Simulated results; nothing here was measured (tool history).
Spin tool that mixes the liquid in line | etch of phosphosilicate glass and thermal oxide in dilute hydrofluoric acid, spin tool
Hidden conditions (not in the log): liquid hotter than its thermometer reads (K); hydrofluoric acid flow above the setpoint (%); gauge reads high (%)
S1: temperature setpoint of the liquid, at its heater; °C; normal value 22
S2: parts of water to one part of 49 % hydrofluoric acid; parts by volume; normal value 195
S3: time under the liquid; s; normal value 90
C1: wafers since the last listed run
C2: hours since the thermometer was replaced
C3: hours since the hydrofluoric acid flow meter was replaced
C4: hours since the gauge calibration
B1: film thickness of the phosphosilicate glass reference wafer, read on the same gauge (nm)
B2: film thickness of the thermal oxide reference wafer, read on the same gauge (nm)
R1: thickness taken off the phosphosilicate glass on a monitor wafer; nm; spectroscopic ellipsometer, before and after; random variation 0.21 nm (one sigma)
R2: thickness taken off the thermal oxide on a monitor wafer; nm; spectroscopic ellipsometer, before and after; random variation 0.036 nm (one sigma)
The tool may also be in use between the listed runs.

run 1 hour=0 | S1=22 S2=195 S3=90 | C1=0 C2=2511.6 C3=2067.5 C4=995.6 | B1=133.59 B2=114.504 | R1=24.66 R2=1.758
run 2 hour=24.2 | S1=22 S2=195 S3=90 | C1=232 C2=2535.8 C3=2091.7 C4=1019.8 | B1=133.46 B2=114.397 | R1=24.62 R2=1.793
-- hour=38.5 hydrofluoric acid flow meter replaced
run 3 hour=44.7 | S1=22 S2=195 S3=90 | C1=187 C2=2556.3 C3=6.2 C4=1040.3 | B1=133.34 B2=114.28 | R1=24.54 R2=1.743
run 4 hour=68.9 | S1=22 S2=195 S3=90 | C1=232 C2=2580.5 C3=30.4 C4=1064.5 | B1=133.21 B2=114.189 | R1=24.49 R2=1.713
-- hour=76.7 gauge calibrated
run 5 hour=94.9 | S1=22 S2=195 S3=90 | C1=250 C2=2606.5 C3=56.4 C4=18.2 | B1=139.5 B2=119.574 | R1=25.61 R2=1.812
run 6 hour=109.2 | S1=24.5 S2=195 S3=90 | C1=137 C2=2620.8 C3=70.7 C4=32.5 | B1=139.42 B2=119.505 | R1=28.15 R2=2.101
run 7 hour=136.9 | S1=25.5 S2=195 S3=145 | C1=266 C2=2648.5 C3=98.4 C4=60.2 | B1=139.28 B2=119.364 | R1=46.95 R2=3.342
run 8 hour=168.8 | S1=22 S2=195 S3=120 | C1=307 C2=2680.4 C3=130.3 C4=92.1 | B1=139.08 B2=119.237 | R1=34.33 R2=2.362
run 9 hour=183.3 | S1=22 S2=195 S3=90 | C1=139 C2=2694.9 C3=144.8 C4=106.6 | B1=138.99 B2=119.156 | R1=25.61 R2=1.87
run 10 hour=202 | S1=18.5 S2=225 S3=70 | C1=180 C2=2713.6 C3=163.5 C4=125.3 | B1=138.88 B2=119.071 | R1=14.5 R2=1.049
run 11 hour=222.4 | S1=19 S2=245 S3=90 | C1=196 C2=2734 C3=183.9 C4=145.7 | B1=138.76 B2=118.974 | R1=17.41 R2=1.239
run 12 hour=249.2 | S1=22 S2=195 S3=90 | C1=257 C2=2760.8 C3=210.7 C4=172.5 | B1=138.65 B2=118.848 | R1=25.2 R2=1.756
run 13 hour=261.7 | S1=19 S2=195 S3=90 | C1=120 C2=2773.3 C3=223.2 C4=185 | B1=138.57 B2=118.778 | R1=22.82 R2=1.639
-- hour=304.4 thermometer replaced
run 14 hour=326.3 | S1=22 S2=250 S3=90 | C1=612 C2=21.9 C3=287.8 C4=249.6 | B1=138.22 B2=118.471 | R1=18.86 R2=1.333
run 15 hour=359 | S1=27 S2=275 S3=125 | C1=314 C2=54.6 C3=320.5 C4=282.3 | B1=138.02 B2=118.312 | R1=27.39 R2=1.972
run 16 hour=396 | S1=22 S2=195 S3=90 | C1=356 C2=91.6 C3=357.5 C4=319.3 | B1=137.81 B2=118.132 | R1=25.41 R2=1.821
run 17 hour=428.1 | S1=18.5 S2=265 S3=40 | C1=309 C2=123.7 C3=389.6 C4=351.4 | B1=137.63 B2=117.986 | R1=6.71 R2=0.496
run 18 hour=458.7 | S1=26 S2=195 S3=90 | C1=294 C2=154.3 C3=420.2 C4=382 | B1=137.46 B2=117.836 | R1=29.66 R2=2.134
run 19 hour=482.5 | S1=18.5 S2=195 S3=90 | C1=229 C2=178.1 C3=444 C4=405.8 | B1=137.34 B2=117.704 | R1=22.17 R2=1.537
run 20 hour=517.5 | S1=22 S2=265 S3=40 | C1=336 C2=213.1 C3=479 C4=440.8 | B1=137.14 B2=117.561 | R1=7.73 R2=0.557

Predict the results of run 21:
run 21 hour=546.1 | S1=22 S2=260 S3=70 | C1=275 C2=241.7 C3=507.6 C4=469.4 | B1=? B2=? | R1=? R2=?

B1: 136.98
B2: 117.397
R1: 13.72 nm
R2: 0.967 nm
With the hidden condition absent and the run-to-run variation left alone, this run would have shown R1 14.02 nm, R2 0.989 nm.
